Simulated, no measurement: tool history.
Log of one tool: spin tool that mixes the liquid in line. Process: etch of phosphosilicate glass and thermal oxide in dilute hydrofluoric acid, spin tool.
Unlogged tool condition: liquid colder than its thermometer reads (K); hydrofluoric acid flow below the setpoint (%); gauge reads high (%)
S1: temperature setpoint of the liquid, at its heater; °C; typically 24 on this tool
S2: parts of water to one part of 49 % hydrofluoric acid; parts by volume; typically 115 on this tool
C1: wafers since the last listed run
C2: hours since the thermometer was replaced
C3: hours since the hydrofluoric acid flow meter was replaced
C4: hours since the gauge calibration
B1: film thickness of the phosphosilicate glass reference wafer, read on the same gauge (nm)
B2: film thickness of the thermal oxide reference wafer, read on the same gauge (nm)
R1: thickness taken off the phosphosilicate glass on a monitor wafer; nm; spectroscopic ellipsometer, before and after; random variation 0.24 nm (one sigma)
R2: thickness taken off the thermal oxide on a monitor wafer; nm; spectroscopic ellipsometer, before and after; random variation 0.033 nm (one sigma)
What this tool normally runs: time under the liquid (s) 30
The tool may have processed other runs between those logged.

Run 1, hour 0: usual settings but S2 90 parts by volume; C1 0; C2 765.8; C3 712.7; C4 2182; B1 109.98; B2 119.995. Result: R1 37.85 nm, R2 1.446 nm.
Run 2, hour 35.4: usual settings but S2 95 parts by volume; C1 635; C2 801.2; C3 748.1; C4 2217.4; B1 110.01; B2 120.025. Result: R1 34.93 nm, R2 1.264 nm.
Run 3, hour 64.3: usual settings but S2 95 parts by volume; C1 518; C2 830.1; C3 777; C4 2246.3; B1 110; B2 119.975. Result: R1 34.87 nm, R2 1.267 nm.
Run 4, hour 128.1: usual settings; C1 1144; C2 893.9; C3 840.8; C4 2310.1; B1 110.01; B2 119.927. Result: R1 28.19 nm, R2 1.066 nm.
Run 5, hour 194.9: usual settings but S1 29 °C; C1 1198; C2 960.7; C3 907.6; C4 2376.9; B1 109.99; B2 119.99. Result: R1 34.26 nm, R2 1.299 nm.
Run 6, hour 253.2: usual settings but S2 60 parts by volume, time under the liquid (s) 40; C1 1046; C2 1019; C3 965.9; C4 2435.2; B1 109.97; B2 119.972. Result: R1 75.27 nm, R2 2.833 nm.
Run 7, hour 322.1: usual settings but S2 70 parts by volume, time under the liquid (s) 45; C1 1236; C2 1087.9; C3 1034.8; C4 2504.1; B1 110; B2 120.026. Result: R1 71.54 nm, R2 2.649 nm.
At hour 327: hydrofluoric acid flow meter replaced.
At hour 329.3: thermometer replaced.
Run 8, hour 358.2: usual settings but S2 95 parts by volume; C1 611; C2 28.9; C3 31.2; C4 2540.2; B1 109.99; B2 119.957. Result: R1 37.54 nm, R2 1.351 nm.
At hour 389.9: gauge calibrated.
Run 9, hour 426.3: usual settings but S1 19 °C, S2 145 parts by volume, time under the liquid (s) 50; C1 1221; C2 97; C3 99.3; C4 36.4; B1 109.99; B2 120.031. Result: R1 31.71 nm, R2 1.175 nm.
Run 10, hour 476: usual settings but S1 28 °C; C1 891; C2 146.7; C3 149; C4 86.1; B1 110.02; B2 120.02. Result: R1 35.39 nm, R2 1.258 nm.
Run 11, hour 534.3: usual settings but S1 19.5 °C, time under the liquid (s) 25; C1 1046; C2 205; C3 207.3; C4 144.4; B1 109.98; B2 119.994. Result: R1 20.47 nm, R2 0.748 nm.
Run 12, hour 659.4: usual settings but time under the liquid (s) 20; C1 2244; C2 330.1; C3 332.4; C4 269.5; B1 110.01; B2 119.996. Result: R1 19.58 nm, R2 0.731 nm.
Run 13, hour 728.6: usual settings; C1 1241; C2 399.3; C3 401.6; C4 338.7; B1 109.99; B2 119.97. Result: R1 29.18 nm, R2 1.102 nm.
Run 14, hour 775.5: usual settings; C1 841; C2 446.2; C3 448.5; C4 385.6; B1 109.99; B2 120.002. Result: R1 29.63 nm, R2 1.099 nm.
Run 15, hour 831.8: usual settings; C1 1010; C2 502.5; C3 504.8; C4 441.9; B1 110.05; B2 119.94. Result: R1 28.71 nm, R2 1.082 nm.
Run 16, hour 868.8: usual settings but S1 22 °C; C1 663; C2 539.5; C3 541.8; C4 478.9; B1 110.01; B2 120.022. Result: R1 26.42 nm, R2 1.017 nm.
Run 17, hour 936.2: usual settings; C1 1209; C2 606.9; C3 609.2; C4 546.3; B1 110.02; B2 119.985. Result: R1 28.96 nm, R2 1.091 nm.
Run 18, hour 967.4: usual settings; C1 559; C2 638.1; C3 640.4; C4 577.5; B1 110.01; B2 119.962. Result: R1 28.66 nm, R2 1.052 nm.
Run 19, hour 1024.4: usual settings but S2 75 parts by volume; C1 1022; C2 695.1; C3 697.4; C4 634.5; B1 110.04; B2 120.004. Result: R1 46.26 nm, R2 1.642 nm.
Run 20, hour 1088.1: usual settings but S2 90 parts by volume, time under the liquid (s) 50; C1 1142; C2 758.8; C3 761.1; C4 698.2; B1 110.01; B2 119.972. Result: R1 62.1 nm, R2 2.266 nm.
Run 21, hour 1149.2: usual settings but time under the liquid (s) 35; C1 1096; C2 819.9; C3 822.2; C4 759.3; B1 110.02; B2 120.01. Result: R1 32.84 nm, R2 1.22 nm.
Run 22, hour 1176.2: usual settings but time under the liquid (s) 15; C1 484; C2 846.9; C3 849.2; C4 786.3; B1 110.01; B2 120.025. Result: R1 14.06 nm, R2 0.54 nm.
Run 23, hour 1245.3: usual settings but S1 26 °C, S2 170 parts by volume, time under the liquid (s) 15; C1 1239; C2 916; C3 918.3; C4 855.4; B1 110; B2 120.041. Result: R1 9.69 nm, R2 0.357 nm.
Run 24, hour 1290.5: usual settings but S1 28 °C, S2 155 parts by volume, time under the liquid (s) 15; C1 811; C2 961.2; C3 963.5; C4 900.6; B1 109.99; B2 119.979. Result: R1 11.62 nm, R2 0.433 nm.
At hour 1299.7: hydrofluoric acid flow meter replaced.
Run 25, hour 1355.4: usual settings but time under the liquid (s) 15; C1 1146; C2 1026.1; C3 55.7; C4 965.5; B1 109.98; B2 119.998. Result: R1 14.12 nm, R2 0.532 nm.

Describe how what the log doesn't record of the tool's condition differs between the last listed run preceding each entry between runs and the first listed run following it.
Between runs 7 and 8: hydrofluoric acid flow meter replaced (hour 327); thermometer replaced (hour 329.3)
  liquid colder than its thermometer reads (K): 2.52 -> 0.136
  measured less the result without the state, R1: -7.78 -> -0.21 nm; R2: -0.288 -> -0.007 nm
Between runs 8 and 9: gauge calibrated (hour 389.9)
  liquid colder than its thermometer reads (K): 0.136 -> 0.28
  measured less the result without the state, R1: -0.21 -> -0.36 nm; R2: -0.007 -> -0.013 nm
Between runs 24 and 25: hydrofluoric acid flow meter replaced (hour 1299.7)
  liquid colder than its thermometer reads (K): 2.11 -> 2.24
  measured less the result without the state, R1: -0.94 -> -1.31 nm; R2: -0.035 -> -0.049 nm

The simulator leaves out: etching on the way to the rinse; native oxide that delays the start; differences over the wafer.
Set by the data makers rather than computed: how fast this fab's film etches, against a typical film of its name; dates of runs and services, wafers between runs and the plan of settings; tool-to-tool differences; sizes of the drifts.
